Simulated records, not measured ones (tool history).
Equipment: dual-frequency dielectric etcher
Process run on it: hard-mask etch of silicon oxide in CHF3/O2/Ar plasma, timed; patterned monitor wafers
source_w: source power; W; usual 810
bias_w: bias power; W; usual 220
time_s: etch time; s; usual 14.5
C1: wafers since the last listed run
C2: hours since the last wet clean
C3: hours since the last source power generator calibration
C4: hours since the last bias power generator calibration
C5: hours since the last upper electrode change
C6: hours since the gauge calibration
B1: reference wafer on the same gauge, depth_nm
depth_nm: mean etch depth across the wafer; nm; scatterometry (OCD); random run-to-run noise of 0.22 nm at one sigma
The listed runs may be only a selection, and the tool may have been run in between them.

run 1 day=0 | source_w=810 bias_w=220 time_s=11 | C1=0 C2=16.8 C3=2295.6 C4=2788.7 C5=4116.8 C6=62.6 | B1=30.18 | depth_nm=27.56
run 2 day=1.471 | source_w=810 bias_w=220 time_s=11 | C1=726 C2=52.1 C3=2330.9 C4=2824 C5=4152.1 C6=97.9 | B1=30.22 | depth_nm=27.62
run 3 day=2.742 | source_w=810 bias_w=220 time_s=14.5 | C1=627 C2=82.6 C3=2361.4 C4=2854.5 C5=4182.6 C6=128.4 | B1=30.22 | depth_nm=36.38
run 4 day=3.696 | source_w=810 bias_w=220 time_s=14.5 | C1=471 C2=105.5 C3=2384.3 C4=2877.4 C5=4205.5 C6=151.3 | B1=30.22 | depth_nm=36.95
run 5 day=4.7 | source_w=810 bias_w=220 time_s=14.5 | C1=495 C2=129.6 C3=2408.4 C4=2901.5 C5=4229.6 C6=175.4 | B1=30.17 | depth_nm=36.91
run 6 day=5.367 | source_w=810 bias_w=220 time_s=14.5 | C1=329 C2=145.6 C3=2424.4 C4=2917.5 C5=4245.6 C6=191.4 | B1=30.2 | depth_nm=37.1
run 7 day=6.838 | source_w=810 bias_w=220 time_s=14.5 | C1=726 C2=180.9 C3=2459.7 C4=2952.8 C5=4280.9 C6=226.7 | B1=30.23 | depth_nm=36.79
-- day=8.671 upper electrode replaced
run 8 day=8.692 | source_w=740 bias_w=220 time_s=14.5 | C1=421 C2=225.4 C3=2504.2 C4=2997.3 C5=0.5 C6=271.2 | B1=30.21 | depth_nm=36.61
run 9 day=9.162 | source_w=740 bias_w=220 time_s=14.5 | C1=232 C2=236.7 C3=2515.5 C4=3008.6 C5=11.8 C6=282.5 | B1=30.14 | depth_nm=36.36
run 10 day=9.838 | source_w=740 bias_w=220 time_s=14.5 | C1=333 C2=252.9 C3=2531.7 C4=3024.8 C5=28 C6=298.7 | B1=30.18 | depth_nm=36.26
run 11 day=10.588 | source_w=810 bias_w=188 time_s=14.5 | C1=370 C2=270.9 C3=2549.7 C4=3042.8 C5=46 C6=316.7 | B1=30.12 | depth_nm=37.09
-- day=11.458 gauge calibrated
-- day=11.879 bias power generator calibrated
run 12 day=11.9 | source_w=810 bias_w=189 time_s=14.5 | C1=565 C2=302.4 C3=2581.2 C4=0.5 C5=77.5 C6=10.6 | B1=30.23 | depth_nm=36.7
run 13 day=13.246 | source_w=890 bias_w=220 time_s=14.5 | C1=664 C2=334.7 C3=2613.5 C4=32.8 C5=109.8 C6=42.9 | B1=30.2 | depth_nm=39.34
-- day=14.425 wet clean of the chamber
run 14 day=14.446 | source_w=680 bias_w=273 time_s=13.5 | C1=98 C2=0.5 C3=2642.3 C4=61.6 C5=138.6 C6=71.7 | B1=30.29 | depth_nm=33.18
-- day=14.738 source power generator calibrated
run 15 day=15.333 | source_w=870 bias_w=220 time_s=13 | C1=356 C2=21.8 C3=14.3 C4=82.9 C5=159.9 C6=93 | B1=30.14 | depth_nm=33.69
run 16 day=15.912 | source_w=810 bias_w=220 time_s=14.5 | C1=286 C2=35.7 C3=28.2 C4=96.8 C5=173.8 C6=106.9 | B1=30.16 | depth_nm=36.29
run 17 day=16.967 | source_w=880 bias_w=220 time_s=14.5 | C1=520 C2=61 C3=53.5 C4=122.1 C5=199.1 C6=132.2 | B1=30.17 | depth_nm=37.67
run 18 day=17.638 | source_w=750 bias_w=241 time_s=16 | C1=331 C2=77.1 C3=69.6 C4=138.2 C5=215.2 C6=148.3 | B1=30.18 | depth_nm=40.27
run 19 day=19.117 | source_w=810 bias_w=220 time_s=14.5 | C1=730 C2=112.6 C3=105.1 C4=173.7 C5=250.7 C6=183.8 | B1=30.23 | depth_nm=37.21
run 20 day=20.25 | source_w=960 bias_w=220 time_s=17.5 | C1=559 C2=139.8 C3=132.3 C4=200.9 C5=277.9 C6=211 | B1=30.21 | depth_nm=47.43

Below are 5 alternative next runs, each starting from the tool's condition after run 20. Predict each:
run A day=20.267 | source_w=810 bias_w=220 time_s=14.5 | C1=8 C2=140.2 C3=132.7 C4=201.3 C5=278.3 C6=211.4 | B1=? | depth_nm=?
run B day=20.267 | source_w=810 bias_w=255 time_s=17 | C1=8 C2=140.2 C3=132.7 C4=201.3 C5=278.3 C6=211.4 | B1=? | depth_nm=?
run C day=20.267 | source_w=810 bias_w=195 time_s=10.5 | C1=8 C2=140.2 C3=132.7 C4=201.3 C5=278.3 C6=211.4 | B1=? | depth_nm=?
run D day=20.267 | source_w=940 bias_w=220 time_s=14.5 | C1=8 C2=140.2 C3=132.7 C4=201.3 C5=278.3 C6=211.4 | B1=? | depth_nm=?
run E day=20.267 | source_w=810 bias_w=178 time_s=18.5 | C1=8 C2=140.2 C3=132.7 C4=201.3 C5=278.3 C6=211.4 | B1=? | depth_nm=?

run=A B1=30.21 depth_nm=37.08
run=B B1=30.21 depth_nm=44.75
run=C B1=30.21 depth_nm=26.27
run=D B1=30.21 depth_nm=39.17
run=E B1=30.21 depth_nm=45.56
Without the tool's hidden state the same runs would have given:
run=A depth_nm=36.61
run=B depth_nm=44.18
run=C depth_nm=25.93
run=D depth_nm=38.67
run=E depth_nm=44.98

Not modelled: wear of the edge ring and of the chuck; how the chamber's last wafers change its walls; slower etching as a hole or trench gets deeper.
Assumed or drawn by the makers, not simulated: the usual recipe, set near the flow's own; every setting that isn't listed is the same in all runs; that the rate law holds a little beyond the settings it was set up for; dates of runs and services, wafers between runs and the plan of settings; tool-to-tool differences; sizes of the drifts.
